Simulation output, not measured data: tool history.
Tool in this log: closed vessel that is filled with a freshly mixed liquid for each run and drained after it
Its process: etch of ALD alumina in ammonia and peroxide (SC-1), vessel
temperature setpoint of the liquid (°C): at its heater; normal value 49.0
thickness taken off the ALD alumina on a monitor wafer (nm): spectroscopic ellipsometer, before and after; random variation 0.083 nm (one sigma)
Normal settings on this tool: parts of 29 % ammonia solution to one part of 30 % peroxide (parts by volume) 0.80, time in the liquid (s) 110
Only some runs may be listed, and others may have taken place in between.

| run | hour | temperature setpoint of the liquid (°C) | parts of 29 % ammonia solution to one part of 30 % peroxide (parts by volume) | time in the liquid (s) | wafers since the last listed run | hours since the thermometer was replaced | hours since the ammonia flow meter was replaced | hours since the drum of ammonia solution was connected | hours since the gauge calibration | read-back film thickness of the ALD alumina reference wafer, read on the same gauge (nm) | thickness taken off the ALD alumina on a monitor wafer (nm) |
|---|---|---|---|---|---|---|---|---|---|---|---|
| 1 | 0.0 | 49.0 | 0.95 | 110 | 0 | 2118.9 | 167.4 | 55.9 | 1976.5 | 90.00 | 8.75 |
| 2 | 64.7 | 49.0 | 0.80 | 110 | 4402 | 2183.6 | 232.1 | 120.6 | 2041.2 | 89.99 | 8.56 |
| 3 | 122.7 | 49.0 | 0.80 | 110 | 3946 | 2241.6 | 290.1 | 178.6 | 2099.2 | 90.01 | 8.33 |
| 4 | 150.7 | 49.0 | 0.80 | 110 | 1905 | 2269.6 | 318.1 | 206.6 | 2127.2 | 89.99 | 8.32 |
| 5 | 202.1 | 49.0 | 0.80 | 110 | 3497 | 2321.0 | 369.5 | 258.0 | 2178.6 | 90.00 | 8.46 |
|  | 209.0 | gauge calibrated |
| 6 | 232.9 | 49.0 | 0.80 | 110 | 2095 | 2351.8 | 400.3 | 288.8 | 23.9 | 90.00 | 8.41 |
|  | 291.0 | ammonia flow meter replaced |
| 7 | 302.2 | 49.0 | 0.80 | 155 | 4647 | 2421.1 | 11.2 | 358.1 | 93.2 | 89.99 | 11.80 |
| 8 | 362.7 | 49.0 | 0.55 | 55 | 4116 | 2481.6 | 71.7 | 418.6 | 153.7 | 90.01 | 4.09 |
|  | 405.5 | thermometer replaced |
| 9 | 553.4 | 43.0 | 0.95 | 75 | 12908 | 147.9 | 262.4 | 609.3 | 344.4 | 90.01 | 4.51 |
| 10 | 599.5 | 49.0 | 0.80 | 110 | 3137 | 194.0 | 308.5 | 655.4 | 390.5 | 90.00 | 9.07 |
| 11 | 662.4 | 49.0 | 0.80 | 90 | 4280 | 256.9 | 371.4 | 718.3 | 453.4 | 90.00 | 7.40 |
| 12 | 708.8 | 41.0 | 0.40 | 55 | 3157 | 303.3 | 417.8 | 764.7 | 499.8 | 89.99 | 2.72 |
| 13 | 761.3 | 44.0 | 0.60 | 145 | 3572 | 355.8 | 470.3 | 817.2 | 552.3 | 90.00 | 8.82 |
|  | 796.2 | ammonia flow meter replaced |
| 14 | 803.9 | 49.0 | 1.00 | 155 | 2830 | 398.4 | 7.7 | 859.8 | 594.9 | 89.99 | 13.17 |
|  | 817.4 | new drum of ammonia solution connected |
| 15 | 843.7 | 57.5 | 0.60 | 160 | 2640 | 438.2 | 47.5 | 26.3 | 634.7 | 90.01 | 20.38 |
| 16 | 896.5 | 49.0 | 0.70 | 45 | 3592 | 491.0 | 100.3 | 79.1 | 687.5 | 89.99 | 3.60 |
| 17 | 937.3 | 49.0 | 0.80 | 110 | 2776 | 531.8 | 141.1 | 119.9 | 728.3 | 90.00 | 8.97 |
| 18 | 978.0 | 53.5 | 1.00 | 75 | 2769 | 572.5 | 181.8 | 160.6 | 769.0 | 89.98 | 8.05 |
| 19 | 1020.9 | 43.5 | 0.45 | 150 | 2919 | 615.4 | 224.7 | 203.5 | 811.9 | 90.00 | 8.46 |
| 20 | 1081.9 | 49.0 | 0.55 | 110 | 4150 | 676.4 | 285.7 | 264.5 | 872.9 | 90.00 | 8.49 |
| 21 | 1125.2 | 46.5 | 0.80 | 110 | 2946 | 719.7 | 329.0 | 307.8 | 916.2 | 90.01 | 7.77 |
| 22 | 1156.6 | 56.0 | 0.90 | 75 | 2136 | 751.1 | 360.4 | 339.2 | 947.6 | 90.01 | 9.04 |
| 23 | 1216.4 | 40.0 | 0.80 | 55 | 4069 | 810.9 | 420.2 | 399.0 | 1007.4 | 90.02 | 2.66 |
| 24 | 1254.0 | 43.5 | 0.45 | 150 | 2558 | 848.5 | 457.8 | 436.6 | 1045.0 | 89.99 | 8.34 |
|  | 1276.9 | ammonia flow meter replaced |
| 25 | 1319.5 | 45.0 | 1.10 | 170 | 4389 | 914.0 | 42.6 | 502.1 | 1110.5 | 90.00 | 11.21 |
| 26 | 1366.8 | 45.0 | 0.80 | 110 | 3218 | 961.3 | 89.9 | 549.4 | 1157.8 | 90.00 | 7.04 |
| 27 | 1395.6 | 39.5 | 1.00 | 155 | 1959 | 990.1 | 118.7 | 578.2 | 1186.6 | 89.99 | 7.47 |
| 28 | 1424.1 | 56.0 | 0.90 | 75 | 1939 | 1018.6 | 147.2 | 606.7 | 1215.1 | 90.00 | 8.96 |
| 29 | 1486.7 | 49.0 | 0.45 | 110 | 4259 | 1081.2 | 209.8 | 669.3 | 1277.7 | 90.01 | 8.27 |
| 30 | 1539.8 | 49.0 | 0.80 | 110 | 3613 | 1134.3 | 262.9 | 722.4 | 1330.8 | 90.02 | 8.82 |

Pick out some run-to-run changes in thickness taken off the ALD alumina on a monitor wafer (nm). Of each, how much would a tool without hidden state show as well, from the settings, what came in and chance, and how much is left for the hidden state and any gauge scatter not in both results compared?
Hidden state present: liquid colder than its thermometer reads (K); ammonia flow below the setpoint (%); ammonia solution weaker than its label (%); gauge reads high (%).
Run 6 -> 7: time in the liquid (s) 110 -> 155, ammonia flow meter replaced. thickness taken off the ALD alumina on a monitor wafer (nm) +3.39: hidden state -0.37, all else +3.76.
Run 7 -> 8: parts of 29 % ammonia solution to one part of 30 % peroxide (parts by volume) 0.80 -> 0.55, time in the liquid (s) 155 -> 55. thickness taken off the ALD alumina on a monitor wafer (nm) -7.71: hidden state +0.78, all else -8.49.
Run 8 -> 9: temperature setpoint of the liquid (°C) 49.0 -> 43.0, parts of 29 % ammonia solution to one part of 30 % peroxide (parts by volume) 0.55 -> 0.95, time in the liquid (s) 55 -> 75, thermometer replaced. thickness taken off the ALD alumina on a monitor wafer (nm) +0.42: hidden state +0.37, all else +0.05.
Run 14 -> 15: temperature setpoint of the liquid (°C) 49.0 -> 57.5, parts of 29 % ammonia solution to one part of 30 % peroxide (parts by volume) 1.00 -> 0.60, time in the liquid (s) 155 -> 160, new drum of ammonia solution connected. thickness taken off the ALD alumina on a monitor wafer (nm) +7.21: hidden state -0.16, all else +7.37.
Run 15 -> 16: temperature setpoint of the liquid (°C) 57.5 -> 49.0, parts of 29 % ammonia solution to one part of 30 % peroxide (parts by volume) 0.60 -> 0.70, time in the liquid (s) 160 -> 45. thickness taken off the ALD alumina on a monitor wafer (nm) -16.78: hidden state +0.34, all else -17.12.

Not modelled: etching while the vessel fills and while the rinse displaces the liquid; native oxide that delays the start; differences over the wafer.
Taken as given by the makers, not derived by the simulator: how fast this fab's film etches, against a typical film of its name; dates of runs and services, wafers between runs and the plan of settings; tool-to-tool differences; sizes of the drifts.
